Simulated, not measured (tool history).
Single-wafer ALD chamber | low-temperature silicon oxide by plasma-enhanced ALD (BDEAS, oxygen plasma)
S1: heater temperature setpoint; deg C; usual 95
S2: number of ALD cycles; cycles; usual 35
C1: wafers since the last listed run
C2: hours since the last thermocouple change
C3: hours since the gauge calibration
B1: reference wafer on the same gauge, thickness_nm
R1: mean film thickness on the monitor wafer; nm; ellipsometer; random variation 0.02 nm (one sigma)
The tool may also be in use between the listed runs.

run 1 hour=0.0 | S1=88 S2=41 | C1=0 C2=997.1 C3=603.5 | B1=5.838 | R1=6.740
run 2 hour=24.2 | S1=95 S2=35 | C1=117 C2=1021.3 C3=627.7 | B1=5.858 | R1=5.573
run 3 hour=70.3 | S1=98 S2=35 | C1=223 C2=1067.4 C3=673.8 | B1=5.845 | R1=5.527
run 4 hour=97.0 | S1=98 S2=35 | C1=129 C2=1094.1 C3=700.5 | B1=5.852 | R1=5.511
run 5 hour=131.4 | S1=84 S2=38 | C1=166 C2=1128.5 C3=734.9 | B1=5.861 | R1=6.321
run 6 hour=184.7 | S1=95 S2=35 | C1=258 C2=1181.8 C3=788.2 | B1=5.847 | R1=5.594
run 7 hour=228.1 | S1=95 S2=35 | C1=210 C2=1225.2 C3=831.6 | B1=5.846 | R1=5.588
run 8 hour=267.4 | S1=95 S2=35 | C1=190 C2=1264.5 C3=870.9 | B1=5.847 | R1=5.585
run 9 hour=293.2 | S1=95 S2=35 | C1=125 C2=1290.3 C3=896.7 | B1=5.847 | R1=5.606
run 10 hour=502.7 | S1=98 S2=37 | C1=1015 C2=1499.8 C3=1106.2 | B1=5.850 | R1=5.852
run 11 hour=542.2 | S1=88 S2=35 | C1=191 C2=1539.3 C3=1145.7 | B1=5.851 | R1=5.728
run 12 hour=591.2 | S1=88 S2=35 | C1=237 C2=1588.3 C3=1194.7 | B1=5.847 | R1=5.730
run 13 hour=629.1 | S1=88 S2=35 | C1=183 C2=1626.2 C3=1232.6 | B1=5.860 | R1=5.730
run 14 hour=662.6 | S1=95 S2=35 | C1=162 C2=1659.7 C3=1266.1 | B1=5.857 | R1=5.624
run 15 hour=698.0 | S1=95 S2=35 | C1=171 C2=1695.1 C3=1301.5 | B1=5.844 | R1=5.588
run 16 hour=741.3 | S1=95 S2=35 | C1=209 C2=1738.4 C3=1344.8 | B1=5.855 | R1=5.521
run 17 hour=788.0 | S1=95 S2=35 | C1=226 C2=1785.1 C3=1391.5 | B1=5.846 | R1=5.576
run 18 hour=829.0 | S1=95 S2=35 | C1=198 C2=1826.1 C3=1432.5 | B1=5.855 | R1=5.537
run 19 hour=893.9 | S1=95 S2=35 | C1=314 C2=1891.0 C3=1497.4 | B1=5.852 | R1=5.574
run 20 hour=926.7 | S1=99 S2=35 | C1=159 C2=1923.8 C3=1530.2 | B1=5.860 | R1=5.534
run 21 hour=960.4 | S1=95 S2=35 | C1=163 C2=1957.5 C3=1563.9 | B1=5.859 | R1=5.567
run 22 hour=1008.0 | S1=95 S2=35 | C1=230 C2=2005.1 C3=1611.5 | B1=5.847 | R1=5.566
run 23 hour=1072.3 | S1=95 S2=28 | C1=311 C2=2069.4 C3=1675.8 | B1=5.863 | R1=4.433
run 24 hour=1140.9 | S1=83 S2=35 | C1=332 C2=2138.0 C3=1744.4 | B1=5.851 | R1=5.776
run 25 hour=1198.8 | S1=83 S2=41 | C1=280 C2=2195.9 C3=1802.3 | B1=5.865 | R1=6.753
run 26 hour=1258.0 | S1=95 S2=33 | C1=287 C2=2255.1 C3=1861.5 | B1=5.852 | R1=5.239
run 27 hour=1291.1 | S1=95 S2=35 | C1=160 C2=2288.2 C3=1894.6 | B1=5.847 | R1=5.507
run 28 hour=1326.9 | S1=95 S2=28 | C1=173 C2=2324.0 C3=1930.4 | B1=5.843 | R1=4.435
run 29 hour=1351.9 | S1=100 S2=32 | C1=121 C2=2349.0 C3=1955.4 | B1=5.847 | R1=5.000
run 30 hour=1400.7 | S1=84 S2=37 | C1=236 C2=2397.8 C3=2004.2 | B1=5.844 | R1=6.070
run 31 hour=1450.9 | S1=95 S2=35 | C1=243 C2=2448.0 C3=2054.4 | B1=5.840 | R1=5.513
run 32 hour=1520.9 | S1=89 S2=42 | C1=339 C2=2518.0 C3=2124.4 | B1=5.852 | R1=6.794
run 33 hour=1553.2 | S1=84 S2=39 | C1=156 C2=2550.3 C3=2156.7 | B1=5.850 | R1=6.378
-- hour=1554.8 gauge calibrated
run 34 hour=1607.8 | S1=95 S2=40 | C1=264 C2=2604.9 C3=53.0 | B1=5.838 | R1=6.297
run 35 hour=1652.2 | S1=91 S2=38 | C1=215 C2=2649.3 C3=97.4 | B1=5.851 | R1=6.035
run 36 hour=1680.4 | S1=95 S2=35 | C1=136 C2=2677.5 C3=125.6 | B1=5.848 | R1=5.487
-- hour=1689.6 thermocouple changed; heater temperature recalibrated
run 37 hour=1717.3 | S1=95 S2=30 | C1=140 C2=27.7 C3=162.5 | B1=5.853 | R1=4.818
run 38 hour=1784.5 | S1=84 S2=30 | C1=325 C2=94.9 C3=229.7 | B1=5.848 | R1=5.008
run 39 hour=1953.0 | S1=95 S2=35 | C1=817 C2=263.4 C3=398.2 | B1=5.865 | R1=5.663
run 40 hour=1987.6 | S1=95 S2=35 | C1=167 C2=298.0 C3=432.8 | B1=5.846 | R1=5.643
run 41 hour=2015.3 | S1=90 S2=35 | C1=134 C2=325.7 C3=460.5 | B1=5.850 | R1=5.739
run 42 hour=2044.1 | S1=95 S2=35 | C1=139 C2=354.5 C3=489.3 | B1=5.848 | R1=5.616
run 43 hour=2100.2 | S1=110 S2=33 | C1=272 C2=410.6 C3=545.4 | B1=5.854 | R1=5.105
run 44 hour=2149.3 | S1=84 S2=39 | C1=238 C2=459.7 C3=594.5 | B1=5.856 | R1=6.521
run 45 hour=2311.5 | S1=90 S2=38 | C1=786 C2=621.9 C3=756.7 | B1=5.850 | R1=6.242
run 46 hour=2363.1 | S1=89 S2=33 | C1=250 C2=673.5 C3=808.3 | B1=5.849 | R1=5.425

What the log doesn't show, run by run:
gauge reads high (%): 0 in every run
H1: wafer temperature above the value expected at the setpoint (K)
run=1 H1=1.03
run=2 H1=1.07
run=3 H1=1.15
run=4 H1=1.2
run=5 H1=1.26
run=6 H1=1.36
run=7 H1=1.44
run=8 H1=1.52
run=9 H1=1.57
run=10 H1=2.04
run=11 H1=2.14
run=12 H1=2.26
run=13 H1=2.36
run=14 H1=2.45
run=15 H1=2.54
run=16 H1=2.66
run=17 H1=2.79
run=18 H1=2.91
run=19 H1=3.1
run=20 H1=3.2
run=21 H1=3.31
run=22 H1=3.46
run=23 H1=3.67
run=24 H1=3.9
run=25 H1=4.1
run=26 H1=4.31
run=27 H1=4.43
run=28 H1=4.57
run=29 H1=4.66
run=30 H1=4.85
run=31 H1=5.04
run=32 H1=5.32
run=33 H1=5.45
run=34 H1=5.68
run=35 H1=5.86
run=36 H1=5.99
run=37 H1=-0.185
run=38 H1=-0.178
run=39 H1=-0.13
run=40 H1=-0.114
run=41 H1=-0.1
run=42 H1=-0.0844
run=43 H1=-0.05
run=44 H1=-0.0157
run=45 H1=0.125
run=46 H1=0.179
